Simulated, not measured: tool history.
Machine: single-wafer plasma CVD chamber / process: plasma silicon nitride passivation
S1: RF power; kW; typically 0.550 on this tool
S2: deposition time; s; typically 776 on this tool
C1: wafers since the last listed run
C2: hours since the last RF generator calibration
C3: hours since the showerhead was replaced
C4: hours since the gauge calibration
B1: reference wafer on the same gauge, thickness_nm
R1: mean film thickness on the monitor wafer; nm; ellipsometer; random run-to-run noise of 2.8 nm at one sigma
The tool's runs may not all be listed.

run,hour,S1,S2,C1,C2,C3,C4,B1,R1
1,0.0,0.550,742,0,1053.2,4392.8,2103.5,1090.006,1093.942
2,197.0,0.550,742,418,1250.2,4589.8,2300.5,1089.735,1095.989
3,239.6,0.610,841,90,1292.8,4632.4,2343.1,1089.880,1276.764
4,289.6,0.610,841,106,1342.8,4682.4,2393.1,1090.097,1271.406
5,354.2,0.610,841,137,1407.4,4747.0,2457.7,1090.189,1277.408
6,452.2,0.550,776,208,1505.4,4845.0,2555.7,1089.763,1143.137
7,557.8,0.550,776,224,1611.0,4950.6,2661.3,1090.304,1147.081
8,610.9,0.550,776,112,1664.1,5003.7,2714.4,1089.793,1145.068
9,654.2,0.550,776,92,1707.4,5047.0,2757.7,1089.718,1140.722
10,788.4,0.550,776,285,1841.6,5181.2,2891.9,1090.143,1139.723
11,845.8,0.550,776,122,1899.0,5238.6,2949.3,1090.498,1144.962
12,931.9,0.550,776,183,1985.1,5324.7,3035.4,1089.618,1146.560
13,994.0,0.550,776,132,2047.2,5386.8,3097.5,1089.211,1141.923
14,1057.9,0.550,776,135,2111.1,5450.7,3161.4,1089.941,1142.015
# hour 1295.3: RF generator calibrated
15,1303.0,0.550,776,504,7.7,5695.8,3406.5,1091.076,1159.521
# hour 1313.0: gauge calibrated
16,1409.5,0.550,776,226,114.2,5802.3,96.5,1090.187,1159.048
17,1506.6,0.550,776,206,211.3,5899.4,193.6,1090.329,1154.079
18,1588.0,0.550,776,173,292.7,5980.8,275.0,1090.871,1156.078
19,1633.4,0.550,776,96,338.1,6026.2,320.4,1090.090,1153.989
# hour 1682.3: showerhead replaced
20,1700.8,0.640,869,126,405.5,18.5,387.8,1089.331,1351.379
21,1802.4,0.640,869,215,507.1,120.1,489.4,1089.951,1348.766
22,2079.6,0.495,915,589,784.3,397.3,766.6,1089.592,1308.595
23,2147.8,0.495,915,144,852.5,465.5,834.8,1090.836,1309.329
24,2228.0,0.650,660,170,932.7,545.7,915.0,1090.291,1022.652
25,2416.4,0.580,776,400,1121.1,734.1,1103.4,1089.540,1164.671
26,2502.6,0.440,776,183,1207.3,820.3,1189.6,1089.865,1070.823
27,2556.3,0.640,660,114,1261.0,874.0,1243.3,1090.337,1016.489
28,2653.0,0.550,830,205,1357.7,970.7,1340.0,1089.466,1219.488
29,2730.7,0.550,776,165,1435.4,1048.4,1417.7,1089.822,1138.042
30,2779.7,0.470,776,104,1484.4,1097.4,1466.7,1089.901,1087.911
31,2885.7,0.650,816,225,1590.4,1203.4,1572.7,1090.045,1260.092
32,2924.7,0.500,924,82,1629.4,1242.4,1611.7,1090.396,1317.341
33,2979.1,0.650,661,115,1683.8,1296.8,1666.1,1089.612,1018.686
34,3086.9,0.550,776,229,1791.6,1404.6,1773.9,1090.535,1142.868
35,3188.1,0.490,776,215,1892.8,1505.8,1875.1,1089.922,1099.250
36,3278.1,0.445,835,191,1982.8,1595.8,1965.1,1089.495,1155.910
37,3377.9,0.510,858,212,2082.6,1695.6,2064.9,1089.701,1226.467
38,3474.1,0.500,920,204,2178.8,1791.8,2161.1,1089.627,1314.895
39,3563.8,0.550,776,190,2268.5,1881.5,2250.8,1089.168,1137.651
40,3621.3,0.550,776,122,2326.0,1939.0,2308.3,1089.550,1137.191
# hour 3652.1: RF generator calibrated
41,3666.7,0.640,776,79,14.6,1984.4,2353.7,1090.684,1223.030
42,3723.9,0.495,635,121,71.8,2041.6,2410.9,1090.337,924.659
43,3824.8,0.640,684,214,172.7,2142.5,2511.8,1089.944,1068.616
44,3880.6,0.475,698,118,228.5,2198.3,2567.6,1089.205,1001.693

Predict each of these 3 candidate next runs independently; none follows another, all start after run 44:
A,3881.2,0.550,688,1,229.1,2198.9,2568.2,?,?
B,3881.2,0.550,822,1,229.1,2198.9,2568.2,?,?
C,3881.2,0.505,638,1,229.1,2198.9,2568.2,?,?

run,B1,R1
A,1090.495,1028.001
B,1090.495,1228.222
C,1090.495,930.012
The same runs, with their run-to-run variation unchanged, on a tool lacking any hidden condition would have given:
run,R1
A,1036.531
B,1238.414
C,937.729
